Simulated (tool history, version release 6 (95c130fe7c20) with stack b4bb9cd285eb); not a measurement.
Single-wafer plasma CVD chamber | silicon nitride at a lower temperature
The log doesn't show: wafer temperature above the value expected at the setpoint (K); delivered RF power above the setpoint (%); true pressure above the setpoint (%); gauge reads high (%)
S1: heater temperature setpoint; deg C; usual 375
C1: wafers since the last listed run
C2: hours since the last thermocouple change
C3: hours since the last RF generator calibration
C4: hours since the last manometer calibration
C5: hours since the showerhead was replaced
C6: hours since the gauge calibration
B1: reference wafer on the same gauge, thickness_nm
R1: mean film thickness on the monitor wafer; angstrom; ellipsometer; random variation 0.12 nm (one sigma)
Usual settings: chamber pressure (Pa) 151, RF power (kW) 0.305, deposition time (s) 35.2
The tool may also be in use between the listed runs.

Run 1, hour 0.0: usual settings; C1 0; C2 310.6; C3 818.2; C4 1167.6; C5 6066.9; C6 252.8; B1 39.516. Result: R1 360.94 angstrom.
Run 2, hour 137.0: usual settings; C1 2584; C2 447.6; C3 955.2; C4 1304.6; C5 6203.9; C6 389.8; B1 39.470. Result: R1 365.08 angstrom.
Run 3, hour 347.5: usual settings; C1 3970; C2 658.1; C3 1165.7; C4 1515.1; C5 6414.4; C6 600.3; B1 39.518. Result: R1 364.04 angstrom.
At hour 370.9: showerhead replaced.
At hour 425.0: gauge calibrated.
At hour 439.6: capacitance manometer re-zeroed and calibrated.
Run 4, hour 446.4: usual settings but S1 386 deg C, RF power (kW) 0.330; C1 1563; C2 757.0; C3 1264.6; C4 6.8; C5 75.5; C6 21.4; B1 39.497. Result: R1 382.83 angstrom.
Run 5, hour 546.8: usual settings but S1 371 deg C; C1 1893; C2 857.4; C3 1365.0; C4 107.2; C5 175.9; C6 121.8; B1 39.493. Result: R1 358.64 angstrom.
Run 6, hour 584.1: usual settings but S1 371 deg C; C1 703; C2 894.7; C3 1402.3; C4 144.5; C5 213.2; C6 159.1; B1 39.513. Result: R1 359.33 angstrom.
Run 7, hour 669.6: usual settings but S1 370 deg C, chamber pressure (Pa) 143; C1 1612; C2 980.2; C3 1487.8; C4 230.0; C5 298.7; C6 244.6; B1 39.496. Result: R1 357.76 angstrom.
At hour 753.8: RF generator calibrated.
Run 8, hour 756.7: usual settings; C1 1492; C2 1067.3; C3 2.9; C4 317.1; C5 385.8; C6 331.7; B1 39.490. Result: R1 361.44 angstrom.
Run 9, hour 812.3: usual settings but S1 388 deg C, chamber pressure (Pa) 119, deposition time (s) 30.9; C1 1048; C2 1122.9; C3 58.5; C4 372.7; C5 441.4; C6 387.3; B1 39.502. Result: R1 294.11 angstrom.
At hour 833.5: thermocouple changed; heater temperature recalibrated.
Run 10, hour 894.1: usual settings but S1 361 deg C, chamber pressure (Pa) 131, RF power (kW) 0.360, deposition time (s) 30.2; C1 1392; C2 60.6; C3 140.3; C4 454.5; C5 523.2; C6 469.1; B1 39.515. Result: R1 339.80 angstrom.
Run 11, hour 930.4: usual settings but RF power (kW) 0.275; C1 684; C2 96.9; C3 176.6; C4 490.8; C5 559.5; C6 505.4; B1 39.474. Result: R1 333.47 angstrom.
Run 12, hour 971.5: usual settings but S1 385 deg C, chamber pressure (Pa) 163, deposition time (s) 32.9; C1 775; C2 138.0; C3 217.7; C4 531.9; C5 600.6; C6 546.5; B1 39.515. Result: R1 344.82 angstrom.
At hour 989.3: gauge calibrated.
Run 13, hour 1028.8: usual settings but S1 369 deg C, chamber pressure (Pa) 133, RF power (kW) 0.345, deposition time (s) 41.6; C1 1080; C2 195.3; C3 275.0; C4 589.2; C5 657.9; C6 39.5; B1 39.499. Result: R1 455.92 angstrom.
Run 14, hour 1096.7: usual settings but S1 387 deg C, chamber pressure (Pa) 161, RF power (kW) 0.285; C1 1280; C2 263.2; C3 342.9; C4 657.1; C5 725.8; C6 107.4; B1 39.508. Result: R1 348.72 angstrom.

Measured less the same run without the tool's hidden state. The same run-to-run variation is in both; the gauge's scatter may not be:
run     R1
  1  +3.10
  2  +4.09
  3  +5.72
  4  +0.55
  5  +0.55
  6  +0.58
  7  +0.66
  8  +0.82
  9  +0.84
 10  +1.08
 11  +1.15
 12  +1.23
 13  +1.98
 14  +1.66
